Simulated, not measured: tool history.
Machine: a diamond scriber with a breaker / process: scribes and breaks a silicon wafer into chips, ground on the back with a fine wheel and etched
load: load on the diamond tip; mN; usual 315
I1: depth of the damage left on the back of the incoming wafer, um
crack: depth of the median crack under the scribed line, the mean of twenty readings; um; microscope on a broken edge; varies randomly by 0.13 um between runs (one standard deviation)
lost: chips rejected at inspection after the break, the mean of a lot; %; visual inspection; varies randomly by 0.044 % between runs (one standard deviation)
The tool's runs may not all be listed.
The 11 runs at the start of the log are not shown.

{"run": 12, "day": 5.458, "load": 361, "I1": 0.57, "crack": 8.58, "lost": 1.28}
{"run": 13, "day": 5.942, "load": 264, "I1": 0.6, "crack": 6.21, "lost": 17.2}
{"run": 14, "day": 6.621, "load": 264, "I1": 0.77, "crack": 6.05, "lost": 18.28}
{"run": 15, "day": 7.183, "load": 264, "I1": 0.32, "crack": 6.27, "lost": 18.56}
{"run": 16, "day": 7.708, "load": 315, "I1": 0.54, "crack": 7.21, "lost": 4.78}
{"run": 17, "day": 8.296, "load": 315, "I1": 0.57, "crack": 7.26, "lost": 5.37}
{"day": 8.533, "done": "diamond tip replaced by a new one"}
{"run": 18, "day": 8.621, "load": 315, "I1": 0.36, "crack": 8.23, "lost": 1.25}
{"day": 9.346, "done": "load on the tip recalibrated"}
{"run": 19, "day": 9.367, "load": 315, "I1": 0.63, "crack": 8.3, "lost": 1.33}
{"run": 20, "day": 9.779, "load": 343, "I1": 0.45, "crack": 8.71, "lost": 1.85}
{"run": 21, "day": 10.283, "load": 249, "I1": 0.61, "crack": 6.69, "lost": 13.17}
{"run": 22, "day": 10.638, "load": 343, "I1": 0.33, "crack": 8.98, "lost": 1.63}
{"run": 23, "day": 11.0, "load": 359, "I1": 0.56, "crack": 9.04, "lost": 2.84}
{"run": 24, "day": 11.338, "load": 386, "I1": 0.59, "crack": 9.62, "lost": 5.51}
{"run": 25, "day": 11.883, "load": 387, "I1": 0.32, "crack": 9.61, "lost": 5.15}
{"run": 26, "day": 12.404, "load": 384, "I1": 0.36, "crack": 9.48, "lost": 4.89}
{"run": 27, "day": 12.958, "load": 227, "I1": 0.47, "crack": 5.89, "lost": 23.85}
{"run": 28, "day": 13.5, "load": 315, "I1": 0.57, "crack": 8.03, "lost": 1.83}
{"run": 29, "day": 13.8, "load": 362, "I1": 0.57, "crack": 8.84, "lost": 2.24}

Run 30 has not been measured yet. What should we expect?
{"run": 30, "day": 14.129, "load": 276, "I1": 0.78, "crack": "?", "lost": "?"}

Logged for run 30: crack 7.03 um, lost 8.16 %.
Without the tool's hidden state the same run would have given crack 7.45 um, lost 4.56 %.
